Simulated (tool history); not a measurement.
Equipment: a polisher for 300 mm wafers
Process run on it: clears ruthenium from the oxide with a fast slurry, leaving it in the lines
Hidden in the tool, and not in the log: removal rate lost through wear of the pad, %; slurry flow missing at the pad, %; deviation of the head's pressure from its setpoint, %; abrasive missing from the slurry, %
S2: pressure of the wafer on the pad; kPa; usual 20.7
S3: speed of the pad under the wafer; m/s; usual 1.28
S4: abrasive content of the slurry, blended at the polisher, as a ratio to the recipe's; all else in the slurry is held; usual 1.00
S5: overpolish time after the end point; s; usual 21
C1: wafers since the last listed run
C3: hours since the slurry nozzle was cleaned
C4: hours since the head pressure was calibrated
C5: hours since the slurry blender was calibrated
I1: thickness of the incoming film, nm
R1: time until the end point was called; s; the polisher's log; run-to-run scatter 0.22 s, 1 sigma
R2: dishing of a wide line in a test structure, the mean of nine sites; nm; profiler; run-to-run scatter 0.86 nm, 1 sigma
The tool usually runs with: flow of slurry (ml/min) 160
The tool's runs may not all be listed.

run 1 hour=0.0 | flow_of_slurry_(ml/min)=160 S2=20.7 S3=1.28 S4=1.00 S5=21 | C1=0 wafers_polished_on_this_pad=905 C3=521.9 C4=65.4 C5=88.8 | I1=130.9 | R1=23.2 R2=80.4
run 2 hour=68.6 | flow_of_slurry_(ml/min)=120 S2=20.7 S3=1.16 S4=1.00 S5=21 | C1=493 wafers_polished_on_this_pad=1398 C3=590.5 C4=134.0 C5=157.4 | I1=130.7 | R1=26.2 R2=72.5
run 3 hour=162.4 | flow_of_slurry_(ml/min)=160 S2=20.7 S3=1.28 S4=1.00 S5=21 | C1=674 wafers_polished_on_this_pad=2073 C3=684.3 C4=227.8 C5=251.2 | I1=128.6 | R1=23.0 R2=79.8
run 4 hour=223.7 | flow_of_slurry_(ml/min)=160 S2=20.7 S3=1.28 S4=1.00 S5=21 | C1=440 wafers_polished_on_this_pad=2514 C3=745.6 C4=289.1 C5=312.5 | I1=128.5 | R1=23.3 R2=78.3
-- hour=229.9 slurry nozzle cleaned
run 5 hour=273.2 | flow_of_slurry_(ml/min)=160 S2=20.7 S3=1.28 S4=1.00 S5=21 | C1=348 wafers_polished_on_this_pad=2863 C3=43.3 C4=338.6 C5=362.0 | I1=131.0 | R1=23.3 R2=78.5
run 6 hour=433.6 | flow_of_slurry_(ml/min)=195 S2=20.7 S3=1.28 S4=1.00 S5=21 | C1=1153 wafers_polished_on_this_pad=4017 C3=203.7 C4=499.0 C5=522.4 | I1=131.7 | R1=23.2 R2=77.7
run 7 hour=536.4 | flow_of_slurry_(ml/min)=160 S2=20.7 S3=1.28 S4=1.00 S5=21 | C1=739 wafers_polished_on_this_pad=4756 C3=306.5 C4=601.8 C5=625.2 | I1=128.3 | R1=23.5 R2=76.4
-- hour=590.8 worn pad replaced by a new one
-- hour=607.5 head pressure recalibrated
run 8 hour=640.9 | flow_of_slurry_(ml/min)=160 S2=20.7 S3=1.28 S4=1.00 S5=21 | C1=708 wafers_polished_on_this_pad=345 C3=411.0 C4=33.4 C5=729.7 | I1=128.4 | R1=22.7 R2=78.8
-- hour=654.1 slurry blender recalibrated
run 9 hour=720.8 | flow_of_slurry_(ml/min)=160 S2=24.1 S3=0.94 S4=1.00 S5=21 | C1=560 wafers_polished_on_this_pad=906 C3=490.9 C4=113.3 C5=66.7 | I1=127.6 | R1=26.0 R2=71.0
run 10 hour=776.6 | flow_of_slurry_(ml/min)=130 S2=20.7 S3=0.92 S4=1.00 S5=32 | C1=401 wafers_polished_on_this_pad=1307 C3=546.7 C4=169.1 C5=122.5 | I1=128.1 | R1=32.3 R2=85.5
run 11 hour=852.0 | flow_of_slurry_(ml/min)=160 S2=20.7 S3=1.28 S4=0.90 S5=29 | C1=542 wafers_polished_on_this_pad=1849 C3=622.1 C4=244.5 C5=197.9 | I1=129.6 | R1=24.5 R2=94.6
run 12 hour=895.5 | flow_of_slurry_(ml/min)=160 S2=17.9 S3=0.88 S4=1.00 S5=25 | C1=312 wafers_polished_on_this_pad=2162 C3=665.6 C4=288.0 C5=241.4 | I1=130.9 | R1=39.3 R2=62.4
-- hour=989.8 slurry nozzle cleaned
run 13 hour=1072.3 | flow_of_slurry_(ml/min)=160 S2=20.7 S3=1.28 S4=1.00 S5=21 | C1=1264 wafers_polished_on_this_pad=3427 C3=82.5 C4=464.8 C5=418.2 | I1=131.3 | R1=23.3 R2=79.2
run 14 hour=1173.1 | flow_of_slurry_(ml/min)=205 S2=20.7 S3=1.28 S4=1.00 S5=21 | C1=725 wafers_polished_on_this_pad=4152 C3=183.3 C4=565.6 C5=519.0 | I1=130.8 | R1=23.1 R2=78.1
-- hour=1224.0 worn pad replaced by a new one
run 15 hour=1252.4 | flow_of_slurry_(ml/min)=160 S2=20.7 S3=1.28 S4=1.00 S5=21 | C1=541 wafers_polished_on_this_pad=204 C3=262.6 C4=644.9 C5=598.3 | I1=131.5 | R1=22.6 R2=80.1
-- hour=1274.4 slurry blender recalibrated
run 16 hour=1308.3 | flow_of_slurry_(ml/min)=160 S2=20.7 S3=1.28 S4=1.00 S5=21 | C1=387 wafers_polished_on_this_pad=591 C3=318.5 C4=700.8 C5=33.9 | I1=129.8 | R1=22.7 R2=80.4
-- hour=1342.3 head pressure recalibrated
run 17 hour=1353.3 | flow_of_slurry_(ml/min)=160 S2=20.7 S3=1.28 S4=1.00 S5=21 | C1=309 wafers_polished_on_this_pad=901 C3=363.5 C4=11.0 C5=78.9 | I1=129.2 | R1=22.6 R2=79.2
run 18 hour=1434.4 | flow_of_slurry_(ml/min)=160 S2=20.7 S3=1.44 S4=1.00 S5=21 | C1=583 wafers_polished_on_this_pad=1484 C3=444.6 C4=92.1 C5=160.0 | I1=131.8 | R1=20.5 R2=87.8
run 19 hour=1517.4 | flow_of_slurry_(ml/min)=160 S2=20.7 S3=1.28 S4=1.00 S5=21 | C1=596 wafers_polished_on_this_pad=2081 C3=527.6 C4=175.1 C5=243.0 | I1=130.7 | R1=23.1 R2=80.4
-- hour=1593.3 slurry nozzle cleaned
run 20 hour=1595.3 | flow_of_slurry_(ml/min)=160 S2=20.7 S3=1.16 S4=1.30 S5=21 | C1=553 wafers_polished_on_this_pad=2634 C3=2.0 C4=253.0 C5=320.9 | I1=131.0 | R1=21.7 R2=83.8
run 21 hour=1682.9 | flow_of_slurry_(ml/min)=160 S2=20.7 S3=1.28 S4=1.00 S5=21 | C1=630 wafers_polished_on_this_pad=3264 C3=89.6 C4=340.6 C5=408.5 | I1=127.6 | R1=22.7 R2=78.8
run 22 hour=1751.6 | flow_of_slurry_(ml/min)=160 S2=26.2 S3=0.86 S4=0.75 S5=21 | C1=494 wafers_polished_on_this_pad=3758 C3=158.3 C4=409.3 C5=477.2 | I1=130.6 | R1=34.8 R2=57.3
run 23 hour=1809.6 | flow_of_slurry_(ml/min)=160 S2=20.7 S3=1.28 S4=1.25 S5=29 | C1=417 wafers_polished_on_this_pad=4175 C3=216.3 C4=467.3 C5=535.2 | I1=131.5 | R1=21.2 R2=104.5
-- hour=1914.2 worn pad replaced by a new one
run 24 hour=1916.7 | flow_of_slurry_(ml/min)=160 S2=24.1 S3=1.28 S4=1.00 S5=21 | C1=741 wafers_polished_on_this_pad=17 C3=323.4 C4=574.4 C5=642.3 | I1=132.1 | R1=19.8 R2=88.9
run 25 hour=1955.6 | flow_of_slurry_(ml/min)=160 S2=20.7 S3=1.06 S4=0.90 S5=21 | C1=279 wafers_polished_on_this_pad=297 C3=362.3 C4=613.3 C5=681.2 | I1=129.6 | R1=29.4 R2=68.0
run 26 hour=2026.8 | flow_of_slurry_(ml/min)=130 S2=22.8 S3=1.28 S4=0.70 S5=16 | C1=512 wafers_polished_on_this_pad=809 C3=433.5 C4=684.5 C5=752.4 | I1=128.9 | R1=28.8 R2=55.3
-- hour=2060.4 slurry blender recalibrated
-- hour=2115.9 head pressure recalibrated
run 27 hour=2130.4 | flow_of_slurry_(ml/min)=160 S2=24.8 S3=1.00 S4=1.10 S5=21 | C1=716 wafers_polished_on_this_pad=1525 C3=537.1 C4=14.5 C5=70.0 | I1=128.1 | R1=22.4 R2=79.4
-- hour=2221.6 slurry nozzle cleaned
run 28 hour=2387.1 | flow_of_slurry_(ml/min)=160 S2=17.2 S3=1.48 S4=1.00 S5=21 | C1=1839 wafers_polished_on_this_pad=3365 C3=165.5 C4=271.2 C5=326.7 | I1=129.2 | R1=23.6 R2=76.9
run 29 hour=2439.1 | flow_of_slurry_(ml/min)=215 S2=20.7 S3=1.28 S4=1.20 S5=21 | C1=374 wafers_polished_on_this_pad=3739 C3=217.5 C4=323.2 C5=378.7 | I1=130.5 | R1=20.3 R2=85.8

Consider 3 possible next runs. They are alternatives, not a sequence: every one starts from the tool as it was left by run 29. What does each give?
run A hour=2439.5 | flow_of_slurry_(ml/min)=160 S2=20.7 S3=1.28 S4=1.00 S5=21 | C1=2 wafers_polished_on_this_pad=3742 C3=217.9 C4=323.6 C5=379.1 | I1=130.3 | R1=? R2=?
run B hour=2439.5 | flow_of_slurry_(ml/min)=160 S2=20.7 S3=1.28 S4=1.20 S5=21 | C1=2 wafers_polished_on_this_pad=3742 C3=217.9 C4=323.6 C5=379.1 | I1=130.3 | R1=? R2=?
run C hour=2439.5 | flow_of_slurry_(ml/min)=160 S2=20.7 S3=1.64 S4=1.00 S5=21 | C1=2 wafers_polished_on_this_pad=3742 C3=217.9 C4=323.6 C5=379.1 | I1=130.3 | R1=? R2=?

run=A R1=23.4 R2=79.1
run=B R1=20.9 R2=85.3
run=C R1=18.3 R2=92.9
The same runs, with their run-to-run variation unchanged, on a tool lacking any hidden condition would have given:
run=A R1=22.7 R2=80.9
run=B R1=20.3 R2=87.1
run=C R1=17.7 R2=94.8
